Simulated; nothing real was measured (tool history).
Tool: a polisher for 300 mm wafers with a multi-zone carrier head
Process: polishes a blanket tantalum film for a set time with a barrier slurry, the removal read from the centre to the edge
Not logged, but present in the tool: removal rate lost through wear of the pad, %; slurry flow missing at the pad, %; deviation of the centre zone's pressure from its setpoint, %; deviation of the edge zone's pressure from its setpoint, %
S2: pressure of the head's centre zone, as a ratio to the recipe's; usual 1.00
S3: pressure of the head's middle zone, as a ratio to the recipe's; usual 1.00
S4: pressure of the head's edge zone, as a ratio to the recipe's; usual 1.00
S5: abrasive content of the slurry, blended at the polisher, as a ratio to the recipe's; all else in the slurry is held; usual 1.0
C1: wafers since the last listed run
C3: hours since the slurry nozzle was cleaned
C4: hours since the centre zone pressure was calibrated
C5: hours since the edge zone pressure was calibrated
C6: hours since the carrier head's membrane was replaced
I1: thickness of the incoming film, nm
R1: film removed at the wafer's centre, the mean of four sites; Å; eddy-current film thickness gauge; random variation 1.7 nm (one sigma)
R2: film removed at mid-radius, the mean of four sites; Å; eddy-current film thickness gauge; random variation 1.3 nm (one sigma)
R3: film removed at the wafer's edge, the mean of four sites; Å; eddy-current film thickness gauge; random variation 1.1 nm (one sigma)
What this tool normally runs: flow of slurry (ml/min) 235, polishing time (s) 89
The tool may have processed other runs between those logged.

{"run": 1, "hour": 0.0, "flow of slurry (ml/min)": 235, "S2": 1.0, "S3": 1.0, "S4": 1.0, "S5": 1.0, "polishing time (s)": 89, "C1": 0, "wafers polished on this pad": 3126, "C3": 190.0, "C4": 740.9, "C5": 192.9, "C6": 356.6, "I1": 409.7, "R1": 1217, "R2": 1250, "R3": 1300}
{"hour": 44.8, "done": "worn pad replaced by a new one"}
{"run": 2, "hour": 99.4, "flow of slurry (ml/min)": 235, "S2": 1.0, "S3": 1.0, "S4": 1.0, "S5": 1.0, "polishing time (s)": 89, "C1": 1142, "wafers polished on this pad": 654, "C3": 289.4, "C4": 840.3, "C5": 292.3, "C6": 456.0, "I1": 411.4, "R1": 1247, "R2": 1242, "R3": 1269}
{"run": 3, "hour": 136.6, "flow of slurry (ml/min)": 235, "S2": 1.0, "S3": 1.0, "S4": 1.0, "S5": 1.0, "polishing time (s)": 89, "C1": 445, "wafers polished on this pad": 1099, "C3": 326.6, "C4": 877.5, "C5": 329.5, "C6": 493.2, "I1": 409.2, "R1": 1212, "R2": 1257, "R3": 1315}
{"hour": 170.6, "done": "slurry nozzle cleaned"}
{"run": 4, "hour": 243.5, "flow of slurry (ml/min)": 235, "S2": 1.03, "S3": 0.98, "S4": 1.0, "S5": 1.0, "polishing time (s)": 89, "C1": 1268, "wafers polished on this pad": 2368, "C3": 72.9, "C4": 984.4, "C5": 436.4, "C6": 600.1, "I1": 413.5, "R1": 1285, "R2": 1234, "R3": 1309}
{"hour": 293.5, "done": "worn pad replaced by a new one"}
{"hour": 323.4, "done": "edge zone pressure recalibrated"}
{"run": 5, "hour": 342.8, "flow of slurry (ml/min)": 235, "S2": 1.03, "S3": 0.98, "S4": 1.0, "S5": 1.0, "polishing time (s)": 89, "C1": 1117, "wafers polished on this pad": 566, "C3": 172.2, "C4": 1083.7, "C5": 19.4, "C6": 699.4, "I1": 417.7, "R1": 1284, "R2": 1234, "R3": 1298}
{"run": 6, "hour": 391.4, "flow of slurry (ml/min)": 235, "S2": 1.03, "S3": 0.98, "S4": 1.0, "S5": 1.0, "polishing time (s)": 89, "C1": 582, "wafers polished on this pad": 1148, "C3": 220.8, "C4": 1132.3, "C5": 68.0, "C6": 748.0, "I1": 407.0, "R1": 1273, "R2": 1248, "R3": 1276}
{"run": 7, "hour": 492.2, "flow of slurry (ml/min)": 235, "S2": 1.0, "S3": 1.0, "S4": 1.0, "S5": 1.0, "polishing time (s)": 89, "C1": 1207, "wafers polished on this pad": 2356, "C3": 321.6, "C4": 1233.1, "C5": 168.8, "C6": 848.8, "I1": 408.6, "R1": 1240, "R2": 1237, "R3": 1302}
{"hour": 518.8, "done": "slurry nozzle cleaned"}
{"hour": 574.9, "done": "worn pad replaced by a new one"}
{"run": 8, "hour": 599.0, "flow of slurry (ml/min)": 235, "S2": 1.0, "S3": 1.0, "S4": 1.0, "S5": 1.0, "polishing time (s)": 89, "C1": 1219, "wafers polished on this pad": 288, "C3": 80.2, "C4": 1339.9, "C5": 275.6, "C6": 955.6, "I1": 416.8, "R1": 1218, "R2": 1248, "R3": 1308}
{"hour": 633.0, "done": "carrier head's membrane replaced by a new one"}
{"hour": 651.1, "done": "centre zone pressure recalibrated"}
{"run": 9, "hour": 673.6, "flow of slurry (ml/min)": 235, "S2": 1.0, "S3": 1.0, "S4": 1.0, "S5": 1.0, "polishing time (s)": 89, "C1": 809, "wafers polished on this pad": 1098, "C3": 154.8, "C4": 22.5, "C5": 350.2, "C6": 40.6, "I1": 407.1, "R1": 1261, "R2": 1257, "R3": 1286}
{"run": 10, "hour": 750.8, "flow of slurry (ml/min)": 235, "S2": 1.0, "S3": 1.0, "S4": 0.96, "S5": 1.0, "polishing time (s)": 117, "C1": 924, "wafers polished on this pad": 2023, "C3": 232.0, "C4": 99.7, "C5": 427.4, "C6": 117.8, "I1": 411.7, "R1": 1635, "R2": 1638, "R3": 1657}
{"hour": 836.8, "done": "slurry nozzle cleaned"}
{"hour": 838.0, "done": "worn pad replaced by a new one"}
{"run": 11, "hour": 839.1, "flow of slurry (ml/min)": 235, "S2": 1.0, "S3": 1.0, "S4": 0.96, "S5": 1.3, "polishing time (s)": 97, "C1": 1031, "wafers polished on this pad": 13, "C3": 2.3, "C4": 188.0, "C5": 515.7, "C6": 206.1, "I1": 406.1, "R1": 1449, "R2": 1434, "R3": 1456}
{"hour": 904.3, "done": "edge zone pressure recalibrated"}
{"run": 12, "hour": 907.5, "flow of slurry (ml/min)": 195, "S2": 0.93, "S3": 0.96, "S4": 0.89, "S5": 1.0, "polishing time (s)": 89, "C1": 795, "wafers polished on this pad": 808, "C3": 70.7, "C4": 256.4, "C5": 3.2, "C6": 274.5, "I1": 407.2, "R1": 1141, "R2": 1181, "R3": 1201}
{"run": 13, "hour": 992.1, "flow of slurry (ml/min)": 235, "S2": 1.0, "S3": 1.0, "S4": 1.0, "S5": 1.0, "polishing time (s)": 89, "C1": 1013, "wafers polished on this pad": 1821, "C3": 155.3, "C4": 341.0, "C5": 87.8, "C6": 359.1, "I1": 403.3, "R1": 1229, "R2": 1255, "R3": 1288}
{"run": 14, "hour": 1053.4, "flow of slurry (ml/min)": 235, "S2": 1.0, "S3": 1.0, "S4": 0.95, "S5": 1.1, "polishing time (s)": 89, "C1": 734, "wafers polished on this pad": 2556, "C3": 216.6, "C4": 402.3, "C5": 149.1, "C6": 420.4, "I1": 411.5, "R1": 1249, "R2": 1277, "R3": 1299}
{"run": 15, "hour": 1116.4, "flow of slurry (ml/min)": 280, "S2": 1.0, "S3": 1.0, "S4": 1.0, "S5": 1.0, "polishing time (s)": 80, "C1": 754, "wafers polished on this pad": 3310, "C3": 279.6, "C4": 465.3, "C5": 212.1, "C6": 483.4, "I1": 408.7, "R1": 1158, "R2": 1135, "R3": 1185}
{"hour": 1125.1, "done": "worn pad replaced by a new one"}
{"hour": 1160.6, "done": "slurry nozzle cleaned"}
{"run": 16, "hour": 1189.5, "flow of slurry (ml/min)": 235, "S2": 1.0, "S3": 1.0, "S4": 1.0, "S5": 1.0, "polishing time (s)": 103, "C1": 815, "wafers polished on this pad": 759, "C3": 28.9, "C4": 538.4, "C5": 285.2, "C6": 556.5, "I1": 413.0, "R1": 1454, "R2": 1435, "R3": 1481}
{"run": 17, "hour": 1287.0, "flow of slurry (ml/min)": 310, "S2": 0.88, "S3": 1.0, "S4": 1.0, "S5": 1.0, "polishing time (s)": 69, "C1": 1167, "wafers polished on this pad": 1927, "C3": 126.4, "C4": 635.9, "C5": 382.7, "C6": 654.0, "I1": 401.5, "R1": 905, "R2": 1005, "R3": 1018}
{"run": 18, "hour": 1362.5, "flow of slurry (ml/min)": 235, "S2": 1.0, "S3": 1.0, "S4": 1.0, "S5": 1.0, "polishing time (s)": 89, "C1": 904, "wafers polished on this pad": 2831, "C3": 201.9, "C4": 711.4, "C5": 458.2, "C6": 729.5, "I1": 406.4, "R1": 1257, "R2": 1244, "R3": 1299}
{"hour": 1387.2, "done": "worn pad replaced by a new one"}
{"run": 19, "hour": 1436.2, "flow of slurry (ml/min)": 235, "S2": 1.0, "S3": 1.11, "S4": 1.03, "S5": 1.3, "polishing time (s)": 67, "C1": 834, "wafers polished on this pad": 587, "C3": 275.6, "C4": 785.1, "C5": 531.9, "C6": 803.2, "I1": 414.4, "R1": 1013, "R2": 1107, "R3": 1038}

3 options for the next run, each taken on its own from the tool as it stands now. Forecast them:
{"run": "A", "hour": 1436.6, "flow of slurry (ml/min)": 235, "S2": 1.0, "S3": 1.0, "S4": 1.0, "S5": 1.0, "polishing time (s)": 89, "C1": 4, "wafers polished on this pad": 591, "C3": 276.0, "C4": 785.5, "C5": 532.3, "C6": 803.6, "I1": 408.6, "R1": "?", "R2": "?", "R3": "?"}
{"run": "B", "hour": 1436.6, "flow of slurry (ml/min)": 310, "S2": 0.95, "S3": 1.0, "S4": 1.0, "S5": 1.0, "polishing time (s)": 89, "C1": 4, "wafers polished on this pad": 591, "C3": 276.0, "C4": 785.5, "C5": 532.3, "C6": 803.6, "I1": 408.6, "R1": "?", "R2": "?", "R3": "?"}
{"run": "C", "hour": 1436.6, "flow of slurry (ml/min)": 235, "S2": 1.0, "S3": 1.0, "S4": 1.09, "S5": 1.0, "polishing time (s)": 89, "C1": 4, "wafers polished on this pad": 591, "C3": 276.0, "C4": 785.5, "C5": 532.3, "C6": 803.6, "I1": 408.6, "R1": "?", "R2": "?", "R3": "?"}

run=A R1=1246 R2=1251 R3=1282
run=B R1=1231 R2=1285 R3=1308
run=C R1=1246 R2=1251 R3=1338
With no hidden state in the tool, these same runs would have given:
run=A R1=1246 R2=1251 R3=1282
run=B R1=1231 R2=1285 R3=1308
run=C R1=1246 R2=1251 R3=1338

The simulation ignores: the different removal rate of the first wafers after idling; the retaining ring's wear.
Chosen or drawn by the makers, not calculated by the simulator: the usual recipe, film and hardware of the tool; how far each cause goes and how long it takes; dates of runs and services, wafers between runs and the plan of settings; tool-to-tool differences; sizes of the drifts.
